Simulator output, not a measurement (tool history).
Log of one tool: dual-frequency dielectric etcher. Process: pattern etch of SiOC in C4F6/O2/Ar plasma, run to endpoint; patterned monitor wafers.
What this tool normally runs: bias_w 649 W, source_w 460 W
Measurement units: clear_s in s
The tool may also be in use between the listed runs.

run,hour,bias_w,source_w,"incoming incoming film thickness, nm",clear_s
1,0.0,554,460,41.03,12.2
2,17.1,554,460,41.48,12.4
3,36.4,554,460,41.23,12.3
4,82.8,541,540,40.73,11.7
5,104.0,649,460,40.98,10.9
6,136.5,649,460,41.06,10.8
7,169.1,649,460,41.16,10.7
8,193.7,592,460,41.01,11.5
# hour 219.6: wet clean of the chamber
9,220.1,592,460,41.56,12.2
10,240.7,610,380,41.11,12.2
11,263.6,610,380,41.47,12.2
# hour 270.0: bias power generator calibrated
12,310.2,513,560,41.32,12.6
13,329.2,780,560,41.49,9.6
14,347.0,695,420,41.08,10.7
# hour 368.9: source power generator calibrated
15,382.9,649,460,41.25,11.0
# hour 410.1: upper electrode replaced
16,412.6,743,350,41.57,10.7
17,429.5,769,560,41.81,9.7
18,446.5,744,540,41.34,9.8
19,475.7,649,460,41.09,10.9
20,500.0,649,460,41.98,11.1
# hour 545.1: wet clean of the chamber
21,545.6,589,560,41.15,11.4
22,545.9,732,360,41.30,10.9
23,558.8,649,460,41.52,11.4

What if the next run were any one of these 5? Each begins from the tool's condition after run 23:
A,559.2,649,460,41.20,?
B,559.2,803,420,41.20,?
C,559.2,558,500,41.20,?
D,559.2,597,460,41.20,?
E,559.2,649,350,41.20,?

run,clear_s
A,11.2
B,10.1
C,12.1
D,11.8
E,11.8
Stripped of hidden state, with their random variation kept, the same runs would have yielded:
run,clear_s
A,11.2
B,10.1
C,12.1
D,11.8
E,11.8

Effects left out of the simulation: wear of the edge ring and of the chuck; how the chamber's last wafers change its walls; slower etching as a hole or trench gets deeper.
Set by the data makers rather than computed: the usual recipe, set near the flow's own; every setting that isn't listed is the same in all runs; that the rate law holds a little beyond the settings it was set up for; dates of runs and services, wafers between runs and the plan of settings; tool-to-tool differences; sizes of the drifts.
